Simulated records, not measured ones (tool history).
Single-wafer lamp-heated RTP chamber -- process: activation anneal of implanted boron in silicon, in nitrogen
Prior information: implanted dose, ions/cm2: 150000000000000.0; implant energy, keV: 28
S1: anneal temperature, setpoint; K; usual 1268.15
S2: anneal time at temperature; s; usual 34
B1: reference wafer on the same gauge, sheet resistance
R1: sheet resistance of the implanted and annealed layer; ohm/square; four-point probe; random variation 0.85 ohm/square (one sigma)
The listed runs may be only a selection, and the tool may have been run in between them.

{"run": 1, "hour": 0.0, "S1": 1268.15, "S2": 34, "B1": 589.33, "R1": 563.92}
{"run": 2, "hour": 31.8, "S1": 1268.15, "S2": 34, "B1": 588.71, "R1": 564.36}
{"hour": 62.4, "done": "pyrometer window cleaned and pyrometer calibrated"}
{"run": 3, "hour": 62.9, "S1": 1268.15, "S2": 34, "B1": 588.89, "R1": 563.11}
{"run": 4, "hour": 88.5, "S1": 1268.15, "S2": 34, "B1": 589, "R1": 564.02}
{"run": 5, "hour": 121.9, "S1": 1245.15, "S2": 34, "B1": 588.61, "R1": 570.39}
{"run": 6, "hour": 175.4, "S1": 1245.15, "S2": 34, "B1": 588.51, "R1": 570.32}
{"run": 7, "hour": 240.7, "S1": 1282.15, "S2": 34, "B1": 588.5, "R1": 562.46}
{"run": 8, "hour": 273.8, "S1": 1268.15, "S2": 34, "B1": 588.32, "R1": 563.65}
{"run": 9, "hour": 326.2, "S1": 1268.15, "S2": 34, "B1": 588.46, "R1": 564.37}
{"run": 10, "hour": 376.6, "S1": 1268.15, "S2": 34, "B1": 588.51, "R1": 562.72}
{"hour": 386.8, "done": "reflector plate cleaned"}
{"run": 11, "hour": 439.4, "S1": 1268.15, "S2": 34, "B1": 587.85, "R1": 563.39}
{"hour": 496.8, "done": "pyrometer window cleaned and pyrometer calibrated"}
{"run": 12, "hour": 497.3, "S1": 1247.15, "S2": 34, "B1": 587.78, "R1": 569.37}
{"run": 13, "hour": 558.7, "S1": 1268.15, "S2": 34, "B1": 587.92, "R1": 561.96}
{"run": 14, "hour": 587.4, "S1": 1268.15, "S2": 34, "B1": 587.64, "R1": 563.56}
{"run": 15, "hour": 634.1, "S1": 1268.15, "S2": 34, "B1": 587.63, "R1": 561.7}
{"run": 16, "hour": 677.4, "S1": 1268.15, "S2": 34, "B1": 587.63, "R1": 561.95}
{"hour": 796.7, "done": "reflector plate cleaned"}
{"run": 17, "hour": 837.3, "S1": 1268.15, "S2": 34, "B1": 587.21, "R1": 562.45}
{"hour": 859.3, "done": "pyrometer window cleaned and pyrometer calibrated"}
{"run": 18, "hour": 869.7, "S1": 1288.15, "S2": 23, "B1": 586.38, "R1": 562.04}
{"run": 19, "hour": 919.5, "S1": 1242.15, "S2": 18, "B1": 586.81, "R1": 574}
{"run": 20, "hour": 974.0, "S1": 1268.15, "S2": 34, "B1": 586.02, "R1": 561.35}
{"run": 21, "hour": 999.7, "S1": 1244.15, "S2": 49, "B1": 586.22, "R1": 565.73}
{"run": 22, "hour": 1036.2, "S1": 1238.15, "S2": 26, "B1": 585.89, "R1": 575.57}
{"run": 23, "hour": 1097.2, "S1": 1288.15, "S2": 40, "B1": 585.01, "R1": 556.82}
{"hour": 1211.5, "done": "pyrometer window cleaned and pyrometer calibrated"}
{"hour": 1216.7, "done": "reflector plate cleaned"}
{"run": 24, "hour": 1252.1, "S1": 1297.15, "S2": 34, "B1": 584.21, "R1": 559.21}
{"run": 25, "hour": 1313.4, "S1": 1268.15, "S2": 34, "B1": 583.94, "R1": 558.32}
{"run": 26, "hour": 1391.6, "S1": 1268.15, "S2": 34, "B1": 583.14, "R1": 558.39}
{"hour": 1416.6, "done": "gauge calibrated"}
{"run": 27, "hour": 1427.2, "S1": 1268.15, "S2": 34, "B1": 589.56, "R1": 564.98}
{"run": 28, "hour": 1478.6, "S1": 1268.15, "S2": 34, "B1": 589.51, "R1": 563.85}
{"run": 29, "hour": 1533.4, "S1": 1268.15, "S2": 26, "B1": 589.36, "R1": 564.66}
{"hour": 1558.1, "done": "pyrometer window cleaned and pyrometer calibrated"}
{"run": 30, "hour": 1564.1, "S1": 1268.15, "S2": 34, "B1": 589.61, "R1": 565.21}
{"run": 31, "hour": 1598.1, "S1": 1268.15, "S2": 29, "B1": 589.25, "R1": 564.94}
{"run": 32, "hour": 1638.4, "S1": 1254.15, "S2": 21, "B1": 589.22, "R1": 569.52}
{"hour": 1671.6, "done": "reflector plate cleaned"}
{"run": 33, "hour": 1702.8, "S1": 1247.15, "S2": 48, "B1": 589.39, "R1": 568.42}
{"run": 34, "hour": 1741.0, "S1": 1252.15, "S2": 34, "B1": 589.81, "R1": 568.92}
{"run": 35, "hour": 1781.1, "S1": 1294.15, "S2": 34, "B1": 589.27, "R1": 563.2}
{"run": 36, "hour": 1822.4, "S1": 1289.15, "S2": 28, "B1": 589.14, "R1": 563.13}

Below, each run's measurement less what the same run would have read without the hidden state. Both values contain the same run-to-run variation, but the gauge's scatter may not be the same in both:
The tool's hidden condition here consists of: true wafer temperature minus pyrometer reading, K; wafer temperature error from the tarnished reflector plate, K; gauge reads high (%).
run=1 R1=-0.23
run=2 R1=-0.25
run=3 R1=-0.26
run=4 R1=-0.28
run=5 R1=-0.31
run=6 R1=-0.37
run=7 R1=-0.44
run=8 R1=-0.5
run=9 R1=-0.59
run=10 R1=-0.7
run=11 R1=-0.84
run=12 R1=-0.99
run=13 R1=-1.16
run=14 R1=-1.25
run=15 R1=-1.4
run=16 R1=-1.55
run=17 R1=-2.19
run=18 R1=-2.33
run=19 R1=-2.62
run=20 R1=-2.83
run=21 R1=-2.98
run=22 R1=-3.24
run=23 R1=-3.46
run=24 R1=-4.41
run=25 R1=-4.8
run=26 R1=-5.34
run=27 R1=+0.58
run=28 R1=+0.57
run=29 R1=+0.55
run=30 R1=+0.52
run=31 R1=+0.5
run=32 R1=+0.47
run=33 R1=+0.39
run=34 R1=+0.33
run=35 R1=+0.26
run=36 R1=+0.18

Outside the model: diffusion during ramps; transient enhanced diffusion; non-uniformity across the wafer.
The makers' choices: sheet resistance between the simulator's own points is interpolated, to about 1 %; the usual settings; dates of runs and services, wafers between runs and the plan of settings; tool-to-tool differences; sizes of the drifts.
